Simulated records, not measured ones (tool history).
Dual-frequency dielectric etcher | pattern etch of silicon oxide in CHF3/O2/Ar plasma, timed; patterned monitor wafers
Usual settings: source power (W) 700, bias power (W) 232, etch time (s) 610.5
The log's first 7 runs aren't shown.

run	hour	source power (W)	bias power (W)	etch time (s)	read-back reference wafer on the same gauge, depth_nm	mean etch depth across the wafer (angstrom)
8	288.8	700	232	610.5	1261.9	13280
9	303.9	700	254	676.5	1261.2	15126
10	328.7	700	254	676.5	1260.6	15137
11	343.6	700	232	610.5	1262.1	13354
12	375.3	700	232	610.5	1262.1	13291
13	392.4	570	232	610.5	1262.8	12138
14	420.2	700	232	610.5	1260.9	13370
# hour 444.4: wet clean of the chamber
15	444.9	700	232	773.0	1262.9	16873
# hour 454.7: bias power generator calibrated
16	468.9	700	232	610.5	1263.0	13387
# hour 519.2: upper electrode replaced
17	519.7	700	247	745.0	1263.3	16574

Run 18 comes next. What will it give?
18	520.2	700	232	710.5	?	?

{"run 18": {"read-back reference wafer on the same gauge, depth_nm": 1263.2, "mean etch depth across the wafer (angstrom)": 15502}}
Without the tool's hidden state the same run would have given mean etch depth across the wafer (angstrom) 14844.
